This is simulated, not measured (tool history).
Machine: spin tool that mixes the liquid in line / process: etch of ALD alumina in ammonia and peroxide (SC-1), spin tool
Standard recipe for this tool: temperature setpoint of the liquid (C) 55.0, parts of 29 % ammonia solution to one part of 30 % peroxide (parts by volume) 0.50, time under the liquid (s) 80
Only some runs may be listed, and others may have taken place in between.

| run | day | temperature setpoint of the liquid (C) | parts of 29 % ammonia solution to one part of 30 % peroxide (parts by volume) | time under the liquid (s) | read-back film thickness of the ALD alumina reference wafer, read on the same gauge (nm) | thickness taken off the ALD alumina on a monitor wafer (nm) |
|---|---|---|---|---|---|---|
| 1 | 0.000 | 55.0 | 0.50 | 80 | 129.99 | 4.78 |
| 2 | 3.179 | 55.0 | 0.50 | 80 | 130.00 | 4.70 |
| 3 | 4.238 | 55.0 | 0.50 | 80 | 129.99 | 4.74 |
| 4 | 6.412 | 55.0 | 0.50 | 80 | 129.99 | 4.63 |
| 5 | 8.679 | 55.0 | 0.50 | 80 | 130.01 | 4.69 |
| 6 | 11.262 | 55.0 | 0.60 | 80 | 129.97 | 4.75 |
| 7 | 12.496 | 55.0 | 0.50 | 80 | 129.99 | 4.64 |
| 8 | 14.358 | 55.0 | 0.50 | 80 | 130.01 | 4.62 |
| 9 | 17.096 | 55.0 | 0.50 | 80 | 130.00 | 4.51 |
|  | 24.771 | thermometer replaced |
|  | 24.833 | gauge calibrated |
| 10 | 25.579 | 57.0 | 0.50 | 80 | 130.01 | 4.97 |
|  | 26.388 | heated supply line repaired |
| 11 | 27.575 | 57.0 | 0.50 | 80 | 129.98 | 5.90 |
| 12 | 30.142 | 46.0 | 0.60 | 105 | 130.00 | 4.34 |
| 13 | 31.983 | 55.0 | 0.50 | 115 | 130.00 | 7.68 |
| 14 | 33.921 | 55.0 | 0.70 | 80 | 130.00 | 5.43 |
| 15 | 36.200 | 55.0 | 0.50 | 80 | 130.00 | 5.30 |
|  | 36.588 | new drum of ammonia solution connected |
| 16 | 38.200 | 55.0 | 0.35 | 80 | 129.98 | 5.12 |
| 17 | 39.762 | 61.5 | 0.50 | 55 | 129.98 | 5.01 |
|  | 41.504 | ammonia flow meter replaced |
| 18 | 42.196 | 55.0 | 0.50 | 80 | 130.00 | 5.16 |
| 19 | 44.000 | 51.5 | 0.50 | 95 | 129.98 | 5.07 |
| 20 | 46.500 | 55.0 | 0.50 | 50 | 130.02 | 3.20 |
| 21 | 48.471 | 55.0 | 0.50 | 110 | 130.00 | 7.18 |
| 22 | 51.242 | 55.0 | 0.50 | 80 | 130.00 | 5.04 |
| 23 | 53.908 | 57.5 | 0.35 | 115 | 130.00 | 8.19 |
| 24 | 55.158 | 55.0 | 0.50 | 80 | 129.98 | 5.08 |

A few steps of thickness taken off the ALD alumina on a monitor wafer (nm) between consecutive runs. Split each: what settings, incoming material and random variation would produce without the hidden state, and what is left over for the hidden state, along with gauge scatter present in only one of the two compared results (measured, and without hidden state):
What the log doesn't record here: liquid hotter than its thermometer reads (K); ammonia flow above the setpoint (%); temperature lost on the way to the wafer (K); ammonia solution weaker than its label (%); gauge reads high (%).
Run 10 -> 11: heated supply line repaired. thickness taken off the ALD alumina on a monitor wafer (nm) +0.93: hidden state +0.91, all else +0.02.
Run 12 -> 13: temperature setpoint of the liquid (C) 46.0 -> 55.0, parts of 29 % ammonia solution to one part of 30 % peroxide (parts by volume) 0.60 -> 0.50, time under the liquid (s) 105 -> 115. thickness taken off the ALD alumina on a monitor wafer (nm) +3.34: hidden state -0.10, all else +3.44.
Run 20 -> 21: time under the liquid (s) 50 -> 110. thickness taken off the ALD alumina on a monitor wafer (nm) +3.98: hidden state -0.25, all else +4.23.

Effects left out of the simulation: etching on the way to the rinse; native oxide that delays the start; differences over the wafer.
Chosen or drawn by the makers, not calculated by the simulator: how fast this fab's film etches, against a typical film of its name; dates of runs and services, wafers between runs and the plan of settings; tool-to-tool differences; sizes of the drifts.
